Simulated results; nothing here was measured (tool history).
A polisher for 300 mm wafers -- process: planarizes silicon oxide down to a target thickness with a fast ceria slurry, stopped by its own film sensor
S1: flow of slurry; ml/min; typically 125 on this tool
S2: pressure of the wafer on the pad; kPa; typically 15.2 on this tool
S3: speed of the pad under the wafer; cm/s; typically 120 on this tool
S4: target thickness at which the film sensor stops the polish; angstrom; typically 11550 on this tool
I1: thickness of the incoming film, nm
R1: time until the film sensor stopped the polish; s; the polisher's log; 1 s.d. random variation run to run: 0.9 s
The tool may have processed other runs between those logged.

run,hour,S1,S2,S3,S4,I1,R1
1,0.0,125,15.2,120,11550,2056.6,87.5
2,73.1,125,15.2,120,11550,2039.9,87.4
3,140.7,125,15.2,120,11550,2041.8,86.8
4,184.0,125,17.2,120,10710,2060.5,86.0
# hour 210.7: head pressure recalibrated
5,222.0,125,15.2,120,9450,2029.4,105.9
6,325.4,125,15.2,120,9450,2038.6,106.9
# hour 392.0: worn pad replaced by a new one, repeated, since the last time left the tool worse
7,393.5,125,15.2,120,11550,2027.3,72.0
8,461.2,145,15.2,100,11550,2065.1,89.1
9,526.8,125,15.2,120,11550,2041.3,76.6
10,594.4,125,15.2,134,11550,2014.6,65.1
11,637.6,125,15.2,98,11550,2022.7,90.7
# hour 707.9: slurry nozzle cleaned
12,729.2,125,15.2,120,11550,2025.8,73.9
13,792.5,125,19.3,120,11550,2031.0,59.3
14,831.9,125,15.2,156,11550,2008.9,56.8
15,885.0,125,15.2,120,11550,2037.1,76.5
16,988.2,125,15.2,108,10610,2076.4,97.3
17,1071.1,125,15.2,120,11550,2058.3,79.3
18,1116.4,90,15.2,152,11550,2016.1,65.7
# hour 1174.2: worn pad replaced by a new one
19,1199.7,135,12.4,120,11550,2060.6,90.8
20,1245.0,125,15.2,120,10540,2005.5,79.8
# hour 1328.8: slurry nozzle cleaned
# hour 1367.3: head pressure recalibrated
21,1401.9,125,15.2,142,13830,2042.1,47.5
22,1478.2,150,15.2,150,11550,2032.6,59.0
23,1552.4,125,15.2,90,13570,2036.6,79.0
24,1670.7,125,9.7,86,11550,2057.9,170.4
25,1739.6,125,15.2,120,11550,2042.8,78.4
26,1803.5,125,17.9,120,14140,2055.5,47.8
27,1883.6,150,11.7,140,11550,2002.6,80.8
# hour 1967.7: worn pad replaced by a new one
28,1968.2,105,15.2,120,11550,2003.9,71.9
29,2073.6,100,17.2,86,13650,2026.4,71.7
# hour 2125.4: slurry nozzle cleaned
30,2313.3,85,11.0,80,10030,2047.6,205.8
31,2407.4,125,13.8,78,11550,2070.7,136.4
# hour 2498.1: head pressure recalibrated
32,2508.6,125,15.2,120,11550,2040.0,77.7
33,2583.9,165,15.2,120,11550,2075.9,74.6
34,2664.2,155,11.7,82,11550,2054.7,142.9
35,2701.6,125,20.0,102,11550,2032.4,67.9

Consider 5 possible next runs. They are alternatives, not a sequence: every one starts from the tool as it was left by run 35. What does each give?
A,2702.0,125,15.2,120,11550,2062.4,?
B,2702.0,100,9.7,120,9380,2062.4,?
C,2702.0,155,10.3,120,11550,2062.4,?
D,2702.0,125,11.0,88,14390,2062.4,?
E,2702.0,100,20.0,156,13210,2062.4,?

run,R1
A,78.8
B,162.4
C,110.7
D,101.5
E,39.8
Without the tool's hidden state the same runs would have given:
run,R1
A,74.4
B,153.3
C,104.4
D,95.8
E,37.5

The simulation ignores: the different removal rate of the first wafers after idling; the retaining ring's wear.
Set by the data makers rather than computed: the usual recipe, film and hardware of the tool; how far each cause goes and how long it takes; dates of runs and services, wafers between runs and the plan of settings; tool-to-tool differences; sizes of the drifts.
